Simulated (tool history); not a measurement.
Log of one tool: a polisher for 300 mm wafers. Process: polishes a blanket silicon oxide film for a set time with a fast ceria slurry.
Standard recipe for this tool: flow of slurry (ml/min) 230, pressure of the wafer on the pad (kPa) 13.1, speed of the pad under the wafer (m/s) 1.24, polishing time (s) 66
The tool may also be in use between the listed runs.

run,hour,flow of slurry (ml/min),pressure of the wafer on the pad (kPa),speed of the pad under the wafer (m/s),polishing time (s),wafers since the last listed run,wafers polished on this pad,hours since the slurry nozzle was cleaned,hours since the head pressure was calibrated,"incoming thickness of the incoming film, nm",film removed (Å)
1,0.0,230,13.1,1.24,66,0,1274,38.2,86.6,3603.1,9604
2,17.2,230,13.1,1.24,66,228,1503,55.4,103.8,3539.4,9832
# hour 22.8: worn pad replaced by a new one
3,40.0,230,13.1,1.24,66,250,228,78.2,126.6,3607.4,9877
4,52.1,230,13.1,1.24,66,161,389,90.3,138.7,3604.3,9804
5,70.7,230,13.1,1.24,66,247,636,108.9,157.3,3599.1,9747
6,97.6,230,13.1,1.24,66,357,994,135.8,184.2,3632.8,9803
7,116.0,230,13.1,1.24,66,244,1239,154.2,202.6,3551.4,9722
# hour 139.4: worn pad replaced by a new one
8,144.3,230,13.1,1.24,66,323,64,182.5,230.9,3563.9,9721
9,171.8,230,13.1,1.24,66,365,430,210.0,258.4,3671.7,9736
10,193.1,230,13.1,1.24,66,283,714,231.3,279.7,3629.1,9697
11,217.6,230,13.1,1.24,66,326,1040,255.8,304.2,3553.1,9639
12,251.8,295,13.1,1.54,66,455,1495,290.0,338.4,3671.7,12301
# hour 257.0: worn pad replaced by a new one
13,281.3,230,13.1,0.98,61,339,322,319.5,367.9,3615.1,6895
14,308.0,230,13.1,1.24,50,355,678,346.2,394.6,3619.6,7063
15,343.6,230,13.1,1.24,66,473,1151,381.8,430.2,3554.0,9226
16,359.4,200,13.1,0.84,49,210,1362,397.6,446.0,3670.6,4523
# hour 364.6: head pressure recalibrated
17,373.2,230,15.2,1.24,85,157,1519,411.4,8.6,3602.8,13566
# hour 388.8: worn pad replaced by a new one
18,389.3,230,13.1,1.24,66,161,6,427.5,24.7,3621.7,9183
19,411.2,230,13.1,1.50,59,291,297,449.4,46.6,3619.4,9847
20,437.9,270,13.1,1.24,66,355,653,476.1,73.3,3608.1,9361
# hour 457.3: slurry nozzle cleaned
21,459.6,230,14.5,1.24,66,275,928,2.3,95.0,3635.3,10595
# hour 506.1: worn pad replaced by a new one
22,525.7,230,9.7,1.24,66,826,260,68.4,161.1,3618.2,7421
23,538.6,265,11.0,1.66,83,171,432,81.3,174.0,3570.7,14275
24,580.6,230,13.1,1.24,66,558,991,123.3,216.0,3592.9,9719
25,598.6,230,13.1,1.24,66,239,1230,141.3,234.0,3627.8,9650
# hour 614.8: worn pad replaced by a new one
26,631.1,230,13.1,1.24,66,379,216,173.8,266.5,3597.2,9601

Below are 5 alternative next runs, each starting from the tool's condition after run 26. Predict each:
A,631.5,230,13.1,1.24,87,5,221,174.2,266.9,3620.3,?
B,631.5,165,13.1,1.24,77,5,221,174.2,266.9,3620.3,?
C,631.5,230,13.1,1.08,66,5,221,174.2,266.9,3620.3,?
D,631.5,305,13.1,0.98,66,5,221,174.2,266.9,3620.3,?
E,631.5,160,10.3,1.42,66,5,221,174.2,266.9,3620.3,?

run,film removed (Å)
A,12757
B,10685
C,8429
D,7905
E,8443
With no hidden state in the tool, these same runs would have given:
run,film removed (Å)
A,12870
B,10819
C,8504
D,7957
E,8553
